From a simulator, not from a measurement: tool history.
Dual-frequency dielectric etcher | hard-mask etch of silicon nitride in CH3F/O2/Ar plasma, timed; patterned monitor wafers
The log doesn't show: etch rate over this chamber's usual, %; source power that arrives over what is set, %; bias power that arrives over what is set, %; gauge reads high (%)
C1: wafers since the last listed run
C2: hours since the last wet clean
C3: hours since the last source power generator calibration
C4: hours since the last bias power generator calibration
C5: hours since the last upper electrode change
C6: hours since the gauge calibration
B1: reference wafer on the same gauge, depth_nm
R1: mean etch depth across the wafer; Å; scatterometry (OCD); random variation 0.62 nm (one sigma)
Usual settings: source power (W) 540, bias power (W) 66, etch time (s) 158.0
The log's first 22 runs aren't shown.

Run 23, hour 672.9: usual settings; C1 389; C2 377.5; C3 77.2; C4 379.8; C5 144.7; C6 151.0; B1 100.1. Result: R1 1192 Å.
Run 24, hour 686.6: usual settings but source power (W) 580, etch time (s) 113.5; C1 152; C2 391.2; C3 90.9; C4 393.5; C5 158.4; C6 164.7; B1 100.1. Result: R1 874 Å.
Run 25, hour 710.6: usual settings; C1 266; C2 415.2; C3 114.9; C4 417.5; C5 182.4; C6 188.7; B1 100.0. Result: R1 1201 Å.
Run 26, hour 734.8: usual settings but source power (W) 410, bias power (W) 53, etch time (s) 122.0; C1 269; C2 439.4; C3 139.1; C4 441.7; C5 206.6; C6 212.9; B1 100.1. Result: R1 833 Å.
Run 27, hour 761.0: usual settings but source power (W) 640, bias power (W) 71; C1 291; C2 465.6; C3 165.3; C4 467.9; C5 232.8; C6 239.1; B1 100.1. Result: R1 1270 Å.
Run 28, hour 793.4: usual settings but source power (W) 600, bias power (W) 55, etch time (s) 138.0; C1 360; C2 498.0; C3 197.7; C4 500.3; C5 265.2; C6 271.5; B1 99.9. Result: R1 1028 Å.
Run 29, hour 826.0: usual settings; C1 362; C2 530.6; C3 230.3; C4 532.9; C5 297.8; C6 304.1; B1 100.1. Result: R1 1214 Å.
Run 30, hour 844.4: usual settings but source power (W) 470, bias power (W) 54, etch time (s) 120.0; C1 204; C2 549.0; C3 248.7; C4 551.3; C5 316.2; C6 322.5; B1 99.9. Result: R1 844 Å.
At hour 878.6: wet clean of the chamber.
Run 31, hour 879.1: usual settings but source power (W) 630; C1 119; C2 0.5; C3 283.4; C4 586.0; C5 350.9; C6 357.2; B1 99.9. Result: R1 1207 Å.

3 ways to go on from here, each from the tool as it stands after run 31. What would each give?
Run A, hour 879.6: usual settings; C1 5; C2 1.0; C3 283.9; C4 586.5; C5 351.4; C6 357.7; B1 ?. Result: R1 ?.
Run B, hour 879.6: usual settings but source power (W) 670, bias power (W) 59, etch time (s) 176.0; C1 5; C2 1.0; C3 283.9; C4 586.5; C5 351.4; C6 357.7; B1 ?. Result: R1 ?.
Run C, hour 879.6: usual settings but source power (W) 630, bias power (W) 72, etch time (s) 192.5; C1 5; C2 1.0; C3 283.9; C4 586.5; C5 351.4; C6 357.7; B1 ?. Result: R1 ?.

run     B1    R1
  A  100.0  1160
  B  100.0  1316
  C  100.0  1494
Without the tool's hidden state the same runs would have given:
run    R1
  A  1159
  B  1315
  C  1492
